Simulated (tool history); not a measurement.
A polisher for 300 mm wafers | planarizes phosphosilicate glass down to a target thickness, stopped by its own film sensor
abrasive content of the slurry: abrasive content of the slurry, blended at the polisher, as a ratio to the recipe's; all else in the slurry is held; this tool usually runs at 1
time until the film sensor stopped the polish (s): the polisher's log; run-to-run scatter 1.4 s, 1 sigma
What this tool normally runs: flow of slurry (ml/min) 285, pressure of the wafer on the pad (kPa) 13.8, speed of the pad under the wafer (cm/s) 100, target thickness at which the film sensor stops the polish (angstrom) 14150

run     day  flow of slurry (ml/min)  pressure of the wafer on the pad (kPa)  speed of the pad under the wafer (cm/s)  abrasive content of the slurry  target thickness at which the film sensor stops the polish (angstrom)  wafers since the last listed run  wafers polished on this pad  hours since the slurry nozzle was cleaned  hours since the head pressure was calibrated  hours since the slurry blender was calibrated  hours since the conditioning disc was replaced  incoming thickness of the incoming film, nm  time until the film sensor stopped the polish (s)
  1       0                      285                                    13.8                                      100                               1                                                                  14150                                 0                          784                                       36.1                                         647.7                                          166.4                                           178.4                                       2121.5                                              144.5
       0.25  -- worn pad replaced by a new one
  2   0.512                      285                                    13.8                                      100                               1                                                                  14150                                78                           59                                       48.4                                           660                                          178.7                                           190.7                                       2043.2                                              128.2
  3   0.833                      285                                    13.8                                      100                               1                                                                  14150                                72                          131                                       56.1                                         667.7                                          186.4                                           198.4                                       2067.5                                              134.6
  4   1.146                      285                                    13.8                                      100                               1                                                                  14150                                70                          202                                       63.6                                         675.2                                          193.9                                           205.9                                       2078.7                                              138.7
  5   1.867                      285                                    13.8                                      100                               1                                                                  15010                               163                          365                                       80.9                                         692.5                                          211.2                                           223.2                                       2083.5                                              123.9
  6    2.55                      285                                    13.8                                      100                               1                                                                  15010                               154                          520                                       97.3                                         708.9                                          227.6                                           239.6                                       2078.4                                              118.6
  7   3.275                      350                                    13.8                                       80                               1                                                                  14150                               164                          684                                      114.7                                         726.3                                            245                                             257                                       2052.9                                              147.3
        3.5  -- worn pad replaced by a new one
      3.554  -- head pressure recalibrated
  8   3.696                      285                                    13.8                                      100                               1                                                                  14150                                44                           32                                      124.8                                           3.4                                          255.1                                           267.1                                       2069.7                                              127.2
  9   3.962                      285                                    13.8                                      100                               1                                                                  14150                                60                           92                                      131.2                                           9.8                                          261.5                                           273.5                                       2057.1                                              124.6
 10     4.3                      285                                    13.8                                      100                               1                                                                  14150                                76                          168                                      139.3                                          17.9                                          269.6                                           281.6                                         2078                                              130.6
 11   4.783                      285                                    13.8                                      100                               1                                                                  14150                               109                          278                                      150.9                                          29.5                                          281.2                                           293.2                                         2045                                              123.8
 12   5.242                      325                                    13.8                                      118                             0.8                                                                  14150                               103                          382                                      161.9                                          40.5                                          292.2                                           304.2                                       2087.6                                              134.3
      6.554  -- worn pad replaced by a new one
      7.375  -- slurry blender recalibrated
 13   7.396                      285                                    13.8                                      100                               1                                                                  14150                               431                          171                                      213.6                                          92.2                                            0.5                                           355.9                                       2042.3                                              121.9
 14   7.621                      240                                    13.8                                      100                               1                                                                  15430                                50                          222                                        219                                          97.6                                            5.9                                           361.3                                       2059.1                                              102.9
      7.788  -- conditioning disc replaced and pad reconditioned
 15   7.946                      285                                    13.8                                      100                               1                                                                  14150                                54                          276                                      226.8                                         105.4                                           13.7                                             3.8                                       2113.8                                              137.1
 16   8.208                      285                                    16.5                                      100                               1                                                                  12900                                59                          336                                      233.1                                         111.7                                             20                                            10.1                                       2047.4                                              129.4
 17   8.879                      285                                    11.7                                       64                               1                                                                  12810                               151                          488                                      249.2                                         127.8                                           36.1                                            26.2                                       2125.8                                                228
      8.929  -- slurry nozzle cleaned
      9.867  -- worn pad replaced by a new one
 18   9.921                      210                                    13.8                                      100                             1.1                                                                  15510                               188                           12                                       23.8                                         152.8                                           61.1                                            51.2                                       2117.2                                              109.2
 19  10.212                      285                                    13.8                                      100                               1                                                                  14150                                66                           78                                       30.8                                         159.8                                           68.1                                            58.2                                       2075.6                                              129.2
 20   10.55                      285                                    13.8                                      100                             0.9                                                                  14150                                76                          154                                       38.9                                         167.9                                           76.2                                            66.3                                       2062.6                                                133
 21  11.225                      240                                    18.6                                      100                               1                                                                  16340                               152                          307                                       55.1                                         184.1                                           92.4                                            82.5                                       2084.3                                               74.6
 22  11.771                      245                                    13.8                                       88                             1.1                                                                  15160                               123                          431                                       68.2                                         197.2                                          105.5                                            95.6                                       2090.6                                              115.6
 23   12.45                      330                                    13.8                                      100                               1                                                                  14150                               153                          584                                       84.5                                         213.5                                          121.8                                           111.9                                       2099.1                                              132.2
 24  12.962                      285                                    13.8                                      100                               1                                                                  14150                               116                          701                                       96.8                                         225.8                                          134.1                                           124.2                                       2099.5                                              133.7
     13.671  -- worn pad replaced by a new one
 25    13.7                      285                                    13.8                                      118                               1                                                                  14150                               129                            6                                      114.5                                         243.5                                          151.8                                           141.9                                       2098.8                                              121.7

Below are 4 alternative next runs, each starting from the tool's condition after run 25. Predict each:
  A  13.721                      355                                    13.8                                      100                               1                                                                  14150                                 4                           11                                        115                                           244                                          152.3                                           142.4                                       2096.8                                                  ?
  B  13.721                      285                                    13.8                                      100                             0.7                                                                  12800                                 4                           11                                        115                                           244                                          152.3                                           142.4                                       2096.8                                                  ?
  C  13.721                      285                                    15.2                                       86                            0.85                                                                  14150                                 4                           11                                        115                                           244                                          152.3                                           142.4                                       2096.8                                                  ?
  D  13.721                      285                                      11                                      100                               1                                                                  14150                                 4                           11                                        115                                           244                                          152.3                                           142.4                                       2096.8                                                  ?

run  time until the film sensor stopped the polish (s)
  A                                              130.9
  B                                              211.5
  C                                              153.7
  D                                              151.7
With no hidden state in the tool, these same runs would have given:
run  time until the film sensor stopped the polish (s)
  A                                              130.2
  B                                              210.3
  C                                              152.9
  D                                              150.9
